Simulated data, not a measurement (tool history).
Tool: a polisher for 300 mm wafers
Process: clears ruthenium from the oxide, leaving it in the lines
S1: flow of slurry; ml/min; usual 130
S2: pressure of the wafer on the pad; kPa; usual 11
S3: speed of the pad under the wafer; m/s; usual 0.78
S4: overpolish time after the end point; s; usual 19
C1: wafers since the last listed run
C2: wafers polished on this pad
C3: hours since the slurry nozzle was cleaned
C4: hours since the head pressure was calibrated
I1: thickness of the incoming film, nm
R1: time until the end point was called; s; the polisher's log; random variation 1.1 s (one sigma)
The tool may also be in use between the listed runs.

Run 1, hour 0: usual settings but S2 9 kPa; C1 0; C2 1183; C3 188.3; C4 531.1; I1 59.2. Result: R1 113.5 s.
At hour 23.3: head pressure recalibrated.
At hour 32.8: worn pad replaced by a new one.
Run 2, hour 33.3: usual settings but S2 9 kPa; C1 160; C2 2; C3 221.6; C4 10; I1 59.2. Result: R1 105.7 s.
Run 3, hour 64.3: usual settings but S2 9 kPa; C1 181; C2 184; C3 252.6; C4 41; I1 59.5. Result: R1 105.4 s.
Run 4, hour 162.2: usual settings but S3 0.68 m/s, S4 25 s; C1 574; C2 758; C3 350.5; C4 138.9; I1 59.5. Result: R1 98.8 s.
Run 5, hour 183.2: usual settings but S3 0.68 m/s, S4 25 s; C1 123; C2 881; C3 371.5; C4 159.9; I1 60.4. Result: R1 102.5 s.
At hour 246.7: worn pad replaced by a new one.
Run 6, hour 253.1: usual settings but S3 0.68 m/s, S4 25 s; C1 386; C2 37; C3 441.4; C4 229.8; I1 60.2. Result: R1 95.2 s.
Run 7, hour 273.1: usual settings; C1 117; C2 154; C3 461.4; C4 249.8; I1 60.1. Result: R1 84.6 s.
Run 8, hour 287.2: usual settings; C1 82; C2 237; C3 475.5; C4 263.9; I1 59.7. Result: R1 83.7 s.
Run 9, hour 319: usual settings; C1 186; C2 423; C3 507.3; C4 295.7; I1 60.2. Result: R1 85.5 s.
Run 10, hour 352.7: usual settings but S2 13.1 kPa, S3 0.5 m/s, S4 29 s; C1 197; C2 621; C3 541; C4 329.4; I1 59.3. Result: R1 104.4 s.
Run 11, hour 450.3: usual settings but S2 8.3 kPa; C1 572; C2 1193; C3 638.6; C4 427; I1 61. Result: R1 127.5 s.
Run 12, hour 478.9: usual settings but S3 0.56 m/s; C1 167; C2 1361; C3 667.2; C4 455.6; I1 59.7. Result: R1 127.4 s.
At hour 484.6: worn pad replaced by a new one.
At hour 488.8: head pressure recalibrated.
At hour 524.8: slurry nozzle cleaned.
Run 13, hour 543.3: usual settings; C1 336; C2 326; C3 18.5; C4 54.5; I1 60.5. Result: R1 84.3 s.
Run 14, hour 577.8: usual settings; C1 202; C2 529; C3 53; C4 89; I1 59.5. Result: R1 84.7 s.
Run 15, hour 660.5: usual settings but S4 12 s; C1 484; C2 1014; C3 135.7; C4 171.7; I1 58.7. Result: R1 89.6 s.
Run 16, hour 680.1: usual settings but S2 13.8 kPa, S4 25 s; C1 114; C2 1129; C3 155.3; C4 191.3; I1 60.9. Result: R1 76.3 s.
Run 17, hour 709.4: usual settings; C1 171; C2 1300; C3 184.6; C4 220.6; I1 59.3. Result: R1 96.9 s.
At hour 741.8: worn pad replaced by a new one.
Run 18, hour 742.3: usual settings but S2 9.7 kPa, S3 1.06 m/s; C1 169; C2 3; C3 217.5; C4 253.5; I1 59.2. Result: R1 72.7 s.

5 ways to go on from here, each from the tool as it stands after run 18. What would each give?
Run A, hour 742.8: usual settings but S3 0.62 m/s; C1 2; C2 6; C3 218; C4 254; I1 59.7. Result: R1 ?.
Run B, hour 742.8: usual settings but S1 90 ml/min, S2 13.8 kPa, S3 0.5 m/s, S4 29 s; C1 2; C2 6; C3 218; C4 254; I1 59.7. Result: R1 ?.
Run C, hour 742.8: usual settings but S1 155 ml/min, S3 1 m/s; C1 2; C2 6; C3 218; C4 254; I1 59.7. Result: R1 ?.
Run D, hour 742.8: usual settings but S1 110 ml/min, S2 12.4 kPa, S3 1.04 m/s, S4 22 s; C1 2; C2 6; C3 218; C4 254; I1 59.7. Result: R1 ?.
Run E, hour 742.8: usual settings but S1 145 ml/min, S2 9 kPa; C1 2; C2 6; C3 218; C4 254; I1 59.7. Result: R1 ?.

run     R1
  A  101.8
  B  106.9
  C   65.3
  D   60.4
  E    101
Without the tool's hidden state the same runs would have given:
run     R1
  A  100.7
  B  105.8
  C   64.7
  D   59.8
  E    100
